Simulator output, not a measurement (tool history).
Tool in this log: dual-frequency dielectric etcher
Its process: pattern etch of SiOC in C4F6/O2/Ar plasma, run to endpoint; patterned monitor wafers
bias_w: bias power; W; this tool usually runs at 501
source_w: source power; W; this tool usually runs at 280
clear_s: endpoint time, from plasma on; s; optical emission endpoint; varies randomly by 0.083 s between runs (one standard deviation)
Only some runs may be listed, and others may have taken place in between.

run,hour,bias_w,source_w,"incoming incoming film thickness, nm",clear_s
1,0.0,501,280,37.41,14.3
2,39.6,430,280,37.71,16.0
3,84.2,501,330,37.60,13.5
4,166.9,501,330,37.65,13.5
5,222.3,465,280,37.79,14.7
6,262.1,501,280,37.97,14.2
# hour 338.1: wet clean of the chamber
7,338.6,501,280,37.67,13.8
8,377.9,612,300,37.75,11.9
# hour 389.7: source power generator calibrated
9,414.4,622,280,37.44,12.0
# hour 485.8: wet clean of the chamber, repeated, since the last time left the tool worse
10,486.3,570,230,37.66,14.4
# hour 514.8: bias power generator calibrated
11,537.3,501,280,37.82,14.6
# hour 570.9: upper electrode replaced
12,576.1,437,240,37.46,16.5
13,626.8,446,260,37.55,15.7
14,730.5,501,280,37.73,14.3

Predict each of these 4 candidate next runs independently; none follows another, all start after run 14:
A,730.9,501,280,37.93,?
B,730.9,533,310,37.93,?
C,730.9,462,320,37.93,?
D,730.9,569,280,37.93,?

run,clear_s
A,14.2
B,13.3
C,14.3
D,13.2
The same runs, with their run-to-run variation unchanged, on a tool lacking any hidden condition would have given:
run,clear_s
A,14.5
B,13.5
C,14.6
D,13.5
